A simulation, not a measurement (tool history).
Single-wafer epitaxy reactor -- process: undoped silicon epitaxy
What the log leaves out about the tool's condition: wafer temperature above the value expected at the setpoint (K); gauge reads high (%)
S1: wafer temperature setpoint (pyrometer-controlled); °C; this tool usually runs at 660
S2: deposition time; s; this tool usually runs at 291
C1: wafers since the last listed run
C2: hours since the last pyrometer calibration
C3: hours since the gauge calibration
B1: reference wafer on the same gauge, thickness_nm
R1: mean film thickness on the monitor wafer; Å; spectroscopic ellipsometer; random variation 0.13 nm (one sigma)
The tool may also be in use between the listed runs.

run 1 hour=0 | S1=660 S2=319 | C1=0 C2=1430.8 C3=1022 | B1=55.108 | R1=677.82
run 2 hour=51.8 | S1=660 S2=319 | C1=402 C2=1482.6 C3=1073.8 | B1=55.112 | R1=677.45
run 3 hour=115.4 | S1=660 S2=319 | C1=494 C2=1546.2 C3=1137.4 | B1=55.098 | R1=678.49
run 4 hour=168.1 | S1=660 S2=291 | C1=409 C2=1598.9 C3=1190.1 | B1=55.035 | R1=615.5
run 5 hour=212.8 | S1=660 S2=291 | C1=347 C2=1643.6 C3=1234.8 | B1=55.014 | R1=619.19
run 6 hour=276.7 | S1=660 S2=291 | C1=496 C2=1707.5 C3=1298.7 | B1=54.973 | R1=614.29
run 7 hour=322.9 | S1=660 S2=291 | C1=359 C2=1753.7 C3=1344.9 | B1=54.975 | R1=616.69
run 8 hour=362.1 | S1=660 S2=291 | C1=304 C2=1792.9 C3=1384.1 | B1=54.94 | R1=613.12
run 9 hour=398.2 | S1=660 S2=291 | C1=280 C2=1829 C3=1420.2 | B1=54.901 | R1=614.99
run 10 hour=424.3 | S1=660 S2=291 | C1=202 C2=1855.1 C3=1446.3 | B1=54.914 | R1=614.3
run 11 hour=484.7 | S1=665 S2=333 | C1=469 C2=1915.5 C3=1506.7 | B1=54.874 | R1=794.33
run 12 hour=512.1 | S1=665 S2=333 | C1=213 C2=1942.9 C3=1534.1 | B1=54.815 | R1=795.59
run 13 hour=559.1 | S1=660 S2=291 | C1=365 C2=1989.9 C3=1581.1 | B1=54.833 | R1=613.54
run 14 hour=599.7 | S1=660 S2=315 | C1=315 C2=2030.5 C3=1621.7 | B1=54.778 | R1=665.2
run 15 hour=658.1 | S1=660 S2=315 | C1=454 C2=2088.9 C3=1680.1 | B1=54.826 | R1=662.42
run 16 hour=716.5 | S1=660 S2=315 | C1=454 C2=2147.3 C3=1738.5 | B1=54.753 | R1=664.85
run 17 hour=771.7 | S1=660 S2=291 | C1=429 C2=2202.5 C3=1793.7 | B1=54.688 | R1=611.03
run 18 hour=796 | S1=660 S2=291 | C1=188 C2=2226.8 C3=1818 | B1=54.678 | R1=612.82
run 19 hour=826.2 | S1=660 S2=291 | C1=234 C2=2257 C3=1848.2 | B1=54.68 | R1=611.35
run 20 hour=871.7 | S1=660 S2=291 | C1=353 C2=2302.5 C3=1893.7 | B1=54.651 | R1=612
run 21 hour=925.4 | S1=664 S2=291 | C1=417 C2=2356.2 C3=1947.4 | B1=54.595 | R1=675.16
run 22 hour=966.6 | S1=664 S2=291 | C1=320 C2=2397.4 C3=1988.6 | B1=54.602 | R1=675.49
run 23 hour=1021 | S1=652 S2=291 | C1=423 C2=2451.8 C3=2043 | B1=54.506 | R1=501.21
run 24 hour=1054.9 | S1=660 S2=291 | C1=263 C2=2485.7 C3=2076.9 | B1=54.524 | R1=611.83
run 25 hour=1090.8 | S1=647 S2=331 | C1=279 C2=2521.6 C3=2112.8 | B1=54.479 | R1=504.88
run 26 hour=1124.4 | S1=654 S2=291 | C1=261 C2=2555.2 C3=2146.4 | B1=54.526 | R1=526.71
run 27 hour=1166.2 | S1=660 S2=291 | C1=325 C2=2597 C3=2188.2 | B1=54.443 | R1=612.76
-- hour=1192.3 pyrometer calibrated
run 28 hour=1208.1 | S1=660 S2=291 | C1=263 C2=15.8 C3=2230.1 | B1=54.427 | R1=609.56
-- hour=1243 gauge calibrated
run 29 hour=1244 | S1=660 S2=291 | C1=279 C2=51.7 C3=1 | B1=55.638 | R1=622.76
run 30 hour=1292.2 | S1=670 S2=270 | C1=374 C2=99.9 C3=49.2 | B1=55.6 | R1=736.02
run 31 hour=1346.8 | S1=670 S2=291 | C1=424 C2=154.5 C3=103.8 | B1=55.564 | R1=791.95
run 32 hour=1386.7 | S1=660 S2=291 | C1=310 C2=194.4 C3=143.7 | B1=55.514 | R1=624.23
run 33 hour=1530.9 | S1=653 S2=291 | C1=1121 C2=338.6 C3=287.9 | B1=55.503 | R1=522.45
run 34 hour=1569.8 | S1=672 S2=343 | C1=302 C2=377.5 C3=326.8 | B1=55.432 | R1=974.86
run 35 hour=1615 | S1=660 S2=271 | C1=351 C2=422.7 C3=372 | B1=55.385 | R1=576.71
run 36 hour=1662.9 | S1=648 S2=270 | C1=372 C2=470.6 C3=419.9 | B1=55.407 | R1=428.69
run 37 hour=1687.8 | S1=660 S2=291 | C1=193 C2=495.5 C3=444.8 | B1=55.35 | R1=618.68
run 38 hour=1730 | S1=660 S2=291 | C1=328 C2=537.7 C3=487 | B1=55.363 | R1=618.8
run 39 hour=1775.8 | S1=660 S2=291 | C1=356 C2=583.5 C3=532.8 | B1=55.333 | R1=620.43
run 40 hour=1801.5 | S1=660 S2=238 | C1=199 C2=609.2 C3=558.5 | B1=55.283 | R1=507.39
run 41 hour=1870.1 | S1=649 S2=336 | C1=533 C2=677.8 C3=627.1 | B1=55.259 | R1=545.58
run 42 hour=1934.6 | S1=645 S2=258 | C1=501 C2=742.3 C3=691.6 | B1=55.216 | R1=376.94
run 43 hour=1974.5 | S1=674 S2=291 | C1=310 C2=782.2 C3=731.5 | B1=55.142 | R1=866.39
run 44 hour=2013.4 | S1=675 S2=291 | C1=302 C2=821.1 C3=770.4 | B1=55.148 | R1=886.34

For some of the steps in R1 from one run to the next: how much would appear even if the tool had no hidden state, given the settings, what came in and random variation, and how much remains for the hidden state plus any gauge scatter that the measured result and the result without hidden state don't share?
Run 22 -> 23: S1 664 -> 652. R1 -174.28 Å: hidden state +3.27, all else -177.55.
Run 28 -> 29: gauge calibrated. R1 +13.2 Å: hidden state +13.35, all else -0.15.
Run 33 -> 34: S1 653 -> 672, S2 291 -> 343. R1 +452.41 Å: hidden state -2.36, all else +454.77.
Run 34 -> 35: S1 672 -> 660, S2 343 -> 271. R1 -398.15 Å: hidden state +1.6, all else -399.75.
Run 42 -> 43: S1 645 -> 674, S2 258 -> 291. R1 +489.45 Å: hidden state -4.61, all else +494.06.
